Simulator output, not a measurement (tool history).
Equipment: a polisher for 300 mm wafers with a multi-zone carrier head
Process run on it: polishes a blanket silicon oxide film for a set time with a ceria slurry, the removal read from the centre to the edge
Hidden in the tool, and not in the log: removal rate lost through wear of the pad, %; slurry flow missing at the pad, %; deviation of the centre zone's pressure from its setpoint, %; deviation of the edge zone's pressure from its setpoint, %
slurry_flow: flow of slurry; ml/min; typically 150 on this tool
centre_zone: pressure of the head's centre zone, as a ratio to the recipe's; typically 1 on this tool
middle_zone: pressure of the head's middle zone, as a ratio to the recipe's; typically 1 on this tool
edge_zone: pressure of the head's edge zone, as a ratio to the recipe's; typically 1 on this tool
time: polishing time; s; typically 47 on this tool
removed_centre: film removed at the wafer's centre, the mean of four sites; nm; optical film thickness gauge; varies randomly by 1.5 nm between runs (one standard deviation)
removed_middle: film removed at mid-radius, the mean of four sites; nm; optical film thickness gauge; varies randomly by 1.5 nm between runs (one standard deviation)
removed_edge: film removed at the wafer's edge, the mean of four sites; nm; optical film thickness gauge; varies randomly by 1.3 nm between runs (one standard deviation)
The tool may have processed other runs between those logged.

run	hour	slurry_flow	centre_zone	middle_zone	edge_zone	time	wafers since the last listed run	wafers polished on this pad	hours since the slurry nozzle was cleaned	hours since the centre zone pressure was calibrated	hours since the edge zone pressure was calibrated	hours since the carrier head's membrane was replaced	incoming thickness of the incoming film, nm	removed_centre	removed_middle	removed_edge
1	0	150	1	1.06	1	47	0	1281	22.3	688.2	283.5	398.8	1379.2	111.2	127.3	116.4
# hour 29.4: edge zone pressure recalibrated
2	90.8	150	1	1.06	1	47	1143	2424	113.1	779	61.4	489.6	1396.7	110.4	120.7	114.2
# hour 120: worn pad replaced by a new one
3	158.4	150	1	1.06	1	47	818	495	180.7	846.6	129	557.2	1426.9	111.2	128.2	118.4
4	213.5	150	1	1	1	47	709	1204	235.8	901.7	184.1	612.3	1426.9	111.4	119.3	113.7
5	291.2	150	1	1	1	47	1000	2204	313.5	979.4	261.8	690	1401.9	109.5	117.7	112
6	364	150	0.97	1	1	47	937	3142	386.3	1052.2	334.6	762.8	1401.3	105.3	117.1	111.5
# hour 393.3: worn pad replaced by a new one
# hour 403: slurry nozzle cleaned
# hour 404.8: edge zone pressure recalibrated
7	438.5	150	0.92	1.04	1	47	871	546	35.5	1126.7	33.7	837.3	1389.8	102	125	115.3
# hour 495.3: carrier head's membrane replaced by a new one
8	499	150	0.92	1.04	1	47	714	1260	96	1187.2	94.2	3.7	1408	99.7	121.9	112.2
# hour 536.5: centre zone pressure recalibrated
9	571.2	150	0.92	1.04	1	47	903	2164	168.2	34.7	166.4	75.9	1401.9	103.9	118.6	114.6
# hour 647.5: worn pad replaced by a new one
10	671.7	150	1	1	1	47	1242	311	268.7	135.2	266.9	176.4	1376.2	118.6	123.2	119.1
# hour 694.8: edge zone pressure recalibrated
11	769.4	195	1	1	1	47	1232	1543	366.4	232.9	74.6	274.1	1386.4	120.7	123.6	117.5
12	818.6	150	1	1	0.9	47	633	2177	415.6	282.1	123.8	323.3	1398.3	112.9	115.3	107.6
# hour 823: slurry nozzle cleaned
13	887.6	150	1.08	0.95	1	59	875	3052	64.6	351.1	192.8	392.3	1389.9	152.3	140.1	142.2
# hour 913.3: worn pad replaced by a new one
14	924.6	150	1	1	1	47	424	145	101.6	388.1	229.8	429.3	1400.1	116	123.4	119

Expected results for the next run?
15	1004.5	150	1	1	1	47	1028	1174	181.5	468	309.7	509.2	1402.9	?	?	?

removed_centre: 114.9 nm
removed_middle: 118.2 nm
removed_edge: 116.1 nm
Minus the tool's unlogged condition, the same run would have read removed_centre 123.8 nm, removed_middle 123.8 nm, removed_edge 121.6 nm.
